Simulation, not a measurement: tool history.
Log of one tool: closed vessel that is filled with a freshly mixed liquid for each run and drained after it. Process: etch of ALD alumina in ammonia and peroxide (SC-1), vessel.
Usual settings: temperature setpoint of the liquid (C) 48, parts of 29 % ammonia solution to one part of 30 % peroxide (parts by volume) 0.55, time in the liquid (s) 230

run	hour	temperature setpoint of the liquid (C)	parts of 29 % ammonia solution to one part of 30 % peroxide (parts by volume)	time in the liquid (s)	read-back film thickness of the ALD alumina reference wafer, read on the same gauge (nm)	thickness taken off the ALD alumina on a monitor wafer (angstrom)
1	0	48	0.55	230	80.01	87.1
2	25.9	48	0.55	230	80.02	88.7
3	57.3	48	0.8	230	80.01	92
4	85.7	48	0.8	230	80.01	92.3
5	115.5	48	0.55	330	79.97	125.8
6	149.8	48	0.55	230	79.99	86.8
7	166.6	48	0.55	230	80.02	87.2
8	183.1	48	0.55	230	80.01	86
# hour 204.1: gauge calibrated
# hour 224.9: ammonia flow meter replaced
# hour 236.5: new drum of ammonia solution connected
9	262.3	42	0.55	230	79.99	61.8
10	286.2	42	0.55	230	80.03	61.1
11	298.3	42	0.55	230	79.98	61.3
12	317.1	43.5	0.35	230	80.01	63.5
13	329.8	48	0.55	230	79.99	86.9
14	355.8	55.5	0.55	125	79.98	71.5
15	390.8	48	0.55	230	80.02	85.7
16	464.5	41	0.35	230	80	54.5
17	500.4	48	0.4	290	80.01	104.9
18	533.1	41.5	0.55	145	80	37.2
19	565.1	48	0.65	105	79.99	38.7
# hour 566.3: thermometer replaced
20	588.2	48	0.55	170	79.99	73.9
21	605.1	48	0.3	125	80	50.8
# hour 618.3: ammonia flow meter replaced
22	620.7	48	0.8	160	79.98	72
23	645.3	40.5	0.55	230	79.99	63.8
24	667.5	54	0.45	295	79.99	167.8
25	703.4	48	0.65	150	80.02	65
26	715.4	53.5	0.7	290	80.02	170.5
27	737.3	56	0.55	175	79.99	116.3
28	760.7	53.5	0.7	290	80	170.7

The tool's hidden state at each run:
ammonia flow above the setpoint (%): 0 in every run
ammonia solution weaker than its label (%): 0 in every run
gauge reads high (%): 0 in every run
H1: liquid colder than its thermometer reads (K)
run	H1
1	2.15
2	2.18
3	2.21
4	2.24
5	2.27
6	2.3
7	2.32
8	2.34
9	2.42
10	2.44
11	2.46
12	2.48
13	2.49
14	2.51
15	2.55
16	2.63
17	2.66
18	2.7
19	2.73
20	0.222
21	0.239
22	0.255
23	0.28
24	0.303
25	0.34
26	0.352
27	0.375
28	0.399

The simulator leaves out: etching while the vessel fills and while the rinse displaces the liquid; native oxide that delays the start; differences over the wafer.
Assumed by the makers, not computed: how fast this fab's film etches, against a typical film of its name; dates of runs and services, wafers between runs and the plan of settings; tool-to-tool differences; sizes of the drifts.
